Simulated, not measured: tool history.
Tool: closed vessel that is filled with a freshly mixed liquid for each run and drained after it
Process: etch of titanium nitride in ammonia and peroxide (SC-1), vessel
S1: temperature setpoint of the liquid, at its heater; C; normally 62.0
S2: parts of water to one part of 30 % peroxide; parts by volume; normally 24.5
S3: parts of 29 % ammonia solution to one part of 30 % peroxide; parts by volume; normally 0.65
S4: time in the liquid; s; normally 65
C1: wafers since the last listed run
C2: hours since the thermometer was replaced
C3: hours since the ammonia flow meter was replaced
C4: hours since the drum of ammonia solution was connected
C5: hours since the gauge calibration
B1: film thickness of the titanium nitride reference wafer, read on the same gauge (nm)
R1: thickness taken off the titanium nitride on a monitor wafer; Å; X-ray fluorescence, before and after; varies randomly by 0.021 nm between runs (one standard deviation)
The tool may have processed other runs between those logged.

run 1 hour=0.0 | S1=62.0 S2=24.5 S3=0.55 S4=90 | C1=0 C2=1156.8 C3=2138.0 C4=864.5 C5=154.9 | B1=100.00 | R1=98.7
-- hour=4.7 gauge calibrated
run 2 hour=8.9 | S1=62.0 S2=24.5 S3=0.55 S4=90 | C1=791 C2=1165.7 C3=2146.9 C4=873.4 C5=4.2 | B1=100.00 | R1=98.4
run 3 hour=18.5 | S1=62.0 S2=34.0 S3=0.65 S4=65 | C1=853 C2=1175.3 C3=2156.5 C4=883.0 C5=13.8 | B1=100.00 | R1=61.3
run 4 hour=33.3 | S1=62.0 S2=34.0 S3=0.65 S4=65 | C1=1315 C2=1190.1 C3=2171.3 C4=897.8 C5=28.6 | B1=99.97 | R1=60.8
run 5 hour=44.9 | S1=62.0 S2=34.0 S3=0.65 S4=65 | C1=1031 C2=1201.7 C3=2182.9 C4=909.4 C5=40.2 | B1=99.99 | R1=60.9
run 6 hour=55.4 | S1=62.0 S2=24.5 S3=0.65 S4=65 | C1=933 C2=1212.2 C3=2193.4 C4=919.9 C5=50.7 | B1=100.00 | R1=73.6
run 7 hour=69.6 | S1=62.0 S2=24.5 S3=0.55 S4=65 | C1=1262 C2=1226.4 C3=2207.6 C4=934.1 C5=64.9 | B1=99.99 | R1=71.3
run 8 hour=79.7 | S1=65.5 S2=27.0 S3=0.65 S4=65 | C1=897 C2=1236.5 C3=2217.7 C4=944.2 C5=75.0 | B1=99.99 | R1=86.8
run 9 hour=93.7 | S1=62.0 S2=24.5 S3=0.65 S4=65 | C1=1244 C2=1250.5 C3=2231.7 C4=958.2 C5=89.0 | B1=100.01 | R1=73.7
run 10 hour=110.4 | S1=62.0 S2=24.5 S3=0.65 S4=65 | C1=1484 C2=1267.2 C3=2248.4 C4=974.9 C5=105.7 | B1=100.01 | R1=73.3
run 11 hour=116.6 | S1=62.0 S2=24.5 S3=0.65 S4=65 | C1=551 C2=1273.4 C3=2254.6 C4=981.1 C5=111.9 | B1=99.99 | R1=73.4
-- hour=119.0 ammonia flow meter replaced
run 12 hour=127.8 | S1=62.0 S2=24.5 S3=0.65 S4=65 | C1=906 C2=1284.6 C3=8.8 C4=992.3 C5=123.1 | B1=99.99 | R1=73.1
run 13 hour=135.9 | S1=62.0 S2=24.5 S3=0.65 S4=65 | C1=720 C2=1292.7 C3=16.9 C4=1000.4 C5=131.2 | B1=100.01 | R1=73.3
run 14 hour=148.3 | S1=62.0 S2=24.5 S3=0.65 S4=65 | C1=1102 C2=1305.1 C3=29.3 C4=1012.8 C5=143.6 | B1=100.02 | R1=72.9
run 15 hour=163.2 | S1=55.5 S2=24.5 S3=0.50 S4=65 | C1=1324 C2=1320.0 C3=44.2 C4=1027.7 C5=158.5 | B1=100.02 | R1=45.3
-- hour=177.2 new drum of ammonia solution connected
run 16 hour=177.8 | S1=62.0 S2=24.5 S3=0.65 S4=65 | C1=1208 C2=1334.6 C3=58.8 C4=0.6 C5=173.1 | B1=100.00 | R1=72.9
run 17 hour=186.5 | S1=58.5 S2=30.5 S3=0.35 S4=75 | C1=773 C2=1343.3 C3=67.5 C4=9.3 C5=181.8 | B1=100.01 | R1=52.5
run 18 hour=199.4 | S1=62.0 S2=13.5 S3=0.55 S4=90 | C1=1146 C2=1356.2 C3=80.4 C4=22.2 C5=194.7 | B1=100.00 | R1=135.7
run 19 hour=215.1 | S1=56.5 S2=34.5 S3=0.40 S4=100 | C1=1395 C2=1371.9 C3=96.1 C4=37.9 C5=210.4 | B1=100.01 | R1=58.4
-- hour=219.4 gauge calibrated
run 20 hour=223.7 | S1=62.0 S2=24.5 S3=0.40 S4=65 | C1=764 C2=1380.5 C3=104.7 C4=46.5 C5=4.3 | B1=99.99 | R1=66.3
-- hour=227.1 thermometer replaced
run 21 hour=239.8 | S1=66.5 S2=14.5 S3=0.65 S4=65 | C1=1342 C2=12.7 C3=120.8 C4=62.6 C5=20.4 | B1=100.01 | R1=136.4
run 22 hour=252.3 | S1=70.0 S2=24.5 S3=0.45 S4=35 | C1=1111 C2=25.2 C3=133.3 C4=75.1 C5=32.9 | B1=100.03 | R1=64.2
run 23 hour=269.4 | S1=65.5 S2=27.0 S3=0.65 S4=65 | C1=1520 C2=42.3 C3=150.4 C4=92.2 C5=50.0 | B1=99.99 | R1=91.4
run 24 hour=286.4 | S1=70.0 S2=35.0 S3=0.95 S4=105 | C1=1511 C2=59.3 C3=167.4 C4=109.2 C5=67.0 | B1=100.01 | R1=180.6
run 25 hour=293.5 | S1=59.0 S2=28.0 S3=0.65 S4=65 | C1=631 C2=66.4 C3=174.5 C4=116.3 C5=74.1 | B1=99.99 | R1=58.7
run 26 hour=304.1 | S1=70.0 S2=28.0 S3=0.65 S4=65 | C1=942 C2=77.0 C3=185.1 C4=126.9 C5=84.7 | B1=100.02 | R1=118.2
run 27 hour=316.5 | S1=59.5 S2=24.5 S3=0.40 S4=45 | C1=1102 C2=89.4 C3=197.5 C4=139.3 C5=97.1 | B1=100.00 | R1=41.1
run 28 hour=330.4 | S1=62.0 S2=24.5 S3=0.65 S4=65 | C1=1235 C2=103.3 C3=211.4 C4=153.2 C5=111.0 | B1=100.01 | R1=76.7
run 29 hour=339.4 | S1=52.5 S2=35.5 S3=0.65 S4=65 | C1=800 C2=112.3 C3=220.4 C4=162.2 C5=120.0 | B1=100.00 | R1=32.9

Here are 3 independent what-if runs from the current tool condition. What would each one return?
run A hour=340.1 | S1=62.0 S2=24.5 S3=0.65 S4=90 | C1=62 C2=113.0 C3=221.1 C4=162.9 C5=120.7 | B1=? | R1=?
run B hour=340.1 | S1=62.0 S2=31.0 S3=0.75 S4=65 | C1=62 C2=113.0 C3=221.1 C4=162.9 C5=120.7 | B1=? | R1=?
run C hour=340.1 | S1=57.5 S2=24.5 S3=0.75 S4=85 | C1=62 C2=113.0 C3=221.1 C4=162.9 C5=120.7 | B1=? | R1=?

run=A B1=100.01 R1=106.5
run=B B1=100.01 R1=69.2
run=C B1=100.01 R1=76.9
With the hidden condition removed and each run's random variation left untouched, the same runs would have given:
run=A R1=107.4
run=B R1=69.8
run=C R1=77.5

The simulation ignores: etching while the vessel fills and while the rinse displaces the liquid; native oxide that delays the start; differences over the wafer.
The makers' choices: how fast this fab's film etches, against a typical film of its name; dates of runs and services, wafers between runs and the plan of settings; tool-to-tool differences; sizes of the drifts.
